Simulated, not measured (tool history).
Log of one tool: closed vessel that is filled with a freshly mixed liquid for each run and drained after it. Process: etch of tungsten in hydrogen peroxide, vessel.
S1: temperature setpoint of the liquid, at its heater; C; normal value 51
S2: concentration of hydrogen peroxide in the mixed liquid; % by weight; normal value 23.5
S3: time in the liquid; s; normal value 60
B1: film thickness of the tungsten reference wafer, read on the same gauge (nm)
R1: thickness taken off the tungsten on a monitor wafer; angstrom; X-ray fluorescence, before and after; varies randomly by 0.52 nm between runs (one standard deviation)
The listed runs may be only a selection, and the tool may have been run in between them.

run	hour	S1	S2	S3	B1	R1
1	0	58.5	23.5	60	149.99	968.6
2	21.8	58.5	23.5	60	150.01	974.4
# hour 25.3: gauge calibrated
3	75.7	58.5	23.5	60	150	973.5
4	105.5	51	23.5	60	150	624
# hour 115.2: new drum of peroxide connected
5	131.5	51	23.5	60	150	650.1
6	145.5	51	23.5	60	149.99	657.3
7	159	51	23.5	60	149.98	644.7
8	175.7	51	23.5	60	149.99	646.6
9	204.7	51	23.5	60	150.01	651
10	238.2	58.5	23.5	30	149.99	506.3
11	262.1	51	23.5	60	149.99	643.1
12	285.5	51	29	40	149.98	482.2
13	315.7	41	23.5	35	150.01	202.7
14	335.2	48.5	27.5	85	150.01	844.2
# hour 359: thermometer replaced
15	362.7	51	23.5	60	150.01	639.9
16	380.9	42.5	26.5	70	150.01	469.2
17	393	55.5	19.5	90	150	1140.6
# hour 404.7: peroxide flow meter replaced
18	412.8	57	17	60	150.01	775.3
19	446.6	51	29	40	150	478.3
20	464	51	23.5	60	150.02	641.8
21	483.6	58.5	23.5	60	149.99	989.4
22	514.8	51	23.5	60	150.02	643.1
23	546.2	51	23.5	60	149.98	637.7
24	560.9	56	28.5	75	150.01	1196.7
25	584.1	47.5	17.5	30	150	221.3
26	601.7	51	29	45	149.99	527.3
27	624.8	51	23.5	30	150	319.3
28	658.3	56.5	23.5	80	149.99	1174.7
29	691.6	51	23.5	60	150	645.4

Branching from run 29: 5 alternative next runs. What would each branch give?
A	692.3	51	23.5	60	?	?
B	692.3	51	23.5	45	?	?
C	692.3	44.5	23.5	70	?	?
D	692.3	51	30	80	?	?
E	692.3	51	19	60	?	?

run	B1	R1
A	150.02	640.8
B	150.02	480.6
C	150.02	499.6
D	150.02	965.3
E	150.02	576.1
Take away the tool's hidden state, keep each run's random variation, and the runs would have read:
run	R1
A	662
B	496.5
C	516.2
D	997.3
E	595.2
